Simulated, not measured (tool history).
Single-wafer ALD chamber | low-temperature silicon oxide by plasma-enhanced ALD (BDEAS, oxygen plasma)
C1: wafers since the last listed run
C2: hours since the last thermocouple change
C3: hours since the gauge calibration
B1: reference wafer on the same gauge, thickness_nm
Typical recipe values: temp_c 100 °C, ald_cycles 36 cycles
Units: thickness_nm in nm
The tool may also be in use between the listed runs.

run 1 hour=0 | temp_c=107 ald_cycles=31 | C1=0 C2=1203.2 C3=422.5 | B1=4.989 | thickness_nm=4.744
run 2 hour=30.2 | temp_c=107 ald_cycles=31 | C1=241 C2=1233.4 C3=452.7 | B1=4.987 | thickness_nm=4.705
run 3 hour=83 | temp_c=107 ald_cycles=31 | C1=422 C2=1286.2 C3=505.5 | B1=4.993 | thickness_nm=4.704
run 4 hour=114.7 | temp_c=100 ald_cycles=36 | C1=253 C2=1317.9 C3=537.2 | B1=4.985 | thickness_nm=5.535
run 5 hour=303.9 | temp_c=100 ald_cycles=36 | C1=1513 C2=1507.1 C3=726.4 | B1=4.993 | thickness_nm=5.572
run 6 hour=353.8 | temp_c=100 ald_cycles=36 | C1=399 C2=1557 C3=776.3 | B1=4.99 | thickness_nm=5.557
run 7 hour=419.4 | temp_c=100 ald_cycles=36 | C1=524 C2=1622.6 C3=841.9 | B1=4.994 | thickness_nm=5.614
run 8 hour=486.9 | temp_c=100 ald_cycles=36 | C1=540 C2=1690.1 C3=909.4 | B1=4.995 | thickness_nm=5.6
run 9 hour=544.8 | temp_c=100 ald_cycles=38 | C1=463 C2=1748 C3=967.3 | B1=4.99 | thickness_nm=5.907
run 10 hour=615.6 | temp_c=100 ald_cycles=36 | C1=566 C2=1818.8 C3=1038.1 | B1=4.997 | thickness_nm=5.591
run 11 hour=663.1 | temp_c=92 ald_cycles=31 | C1=380 C2=1866.3 C3=1085.6 | B1=4.995 | thickness_nm=4.949
run 12 hour=730.4 | temp_c=92 ald_cycles=31 | C1=538 C2=1933.6 C3=1152.9 | B1=4.994 | thickness_nm=4.96
run 13 hour=881.9 | temp_c=100 ald_cycles=34 | C1=1212 C2=2085.1 C3=1304.4 | B1=4.993 | thickness_nm=5.27
run 14 hour=918.9 | temp_c=100 ald_cycles=36 | C1=296 C2=2122.1 C3=1341.4 | B1=4.998 | thickness_nm=5.589
run 15 hour=948.5 | temp_c=89 ald_cycles=36 | C1=236 C2=2151.7 C3=1371 | B1=4.995 | thickness_nm=5.789
run 16 hour=1004.2 | temp_c=100 ald_cycles=42 | C1=445 C2=2207.4 C3=1426.7 | B1=4.987 | thickness_nm=6.536
-- hour=1046.8 gauge calibrated
run 17 hour=1056.9 | temp_c=100 ald_cycles=42 | C1=421 C2=2260.1 C3=10.1 | B1=4.986 | thickness_nm=6.6
run 18 hour=1106.6 | temp_c=104 ald_cycles=36 | C1=397 C2=2309.8 C3=59.8 | B1=4.996 | thickness_nm=5.551
run 19 hour=1148.3 | temp_c=104 ald_cycles=36 | C1=333 C2=2351.5 C3=101.5 | B1=4.986 | thickness_nm=5.535
run 20 hour=1198.3 | temp_c=100 ald_cycles=36 | C1=400 C2=2401.5 C3=151.5 | B1=4.985 | thickness_nm=5.618
run 21 hour=1406.1 | temp_c=100 ald_cycles=36 | C1=1662 C2=2609.3 C3=359.3 | B1=4.986 | thickness_nm=5.606
run 22 hour=1452.9 | temp_c=100 ald_cycles=36 | C1=374 C2=2656.1 C3=406.1 | B1=4.988 | thickness_nm=5.631
run 23 hour=1496.1 | temp_c=110 ald_cycles=43 | C1=345 C2=2699.3 C3=449.3 | B1=4.996 | thickness_nm=6.553
run 24 hour=1521.4 | temp_c=100 ald_cycles=36 | C1=202 C2=2724.6 C3=474.6 | B1=4.994 | thickness_nm=5.703
run 25 hour=1704.1 | temp_c=89 ald_cycles=36 | C1=1461 C2=2907.3 C3=657.3 | B1=4.988 | thickness_nm=5.908
run 26 hour=1752.2 | temp_c=108 ald_cycles=36 | C1=384 C2=2955.4 C3=705.4 | B1=4.988 | thickness_nm=5.522
run 27 hour=1776.7 | temp_c=106 ald_cycles=32 | C1=196 C2=2979.9 C3=729.9 | B1=4.993 | thickness_nm=4.941
run 28 hour=1812.9 | temp_c=90 ald_cycles=29 | C1=289 C2=3016.1 C3=766.1 | B1=4.989 | thickness_nm=4.727
run 29 hour=1850.8 | temp_c=95 ald_cycles=40 | C1=303 C2=3054 C3=804 | B1=4.991 | thickness_nm=6.443
run 30 hour=1883.5 | temp_c=100 ald_cycles=36 | C1=261 C2=3086.7 C3=836.7 | B1=4.986 | thickness_nm=5.693
run 31 hour=1935.4 | temp_c=114 ald_cycles=33 | C1=415 C2=3138.6 C3=888.6 | B1=4.989 | thickness_nm=5.018
-- hour=1951.5 thermocouple changed; heater temperature recalibrated
run 32 hour=1997 | temp_c=100 ald_cycles=43 | C1=428 C2=45.5 C3=950.2 | B1=4.998 | thickness_nm=6.643

Run 33, settings as shown, results not yet in. Your forecast:
run 33 hour=2043.7 | temp_c=100 ald_cycles=40 | C1=373 C2=92.2 C3=996.9 | B1=? | thickness_nm=?

For run 33 the tool returned B1 4.991, thickness_nm 6.211 nm.
Take away the tool's hidden state, keep the run-to-run variation as it was, and the same run would have given thickness_nm 6.186 nm.
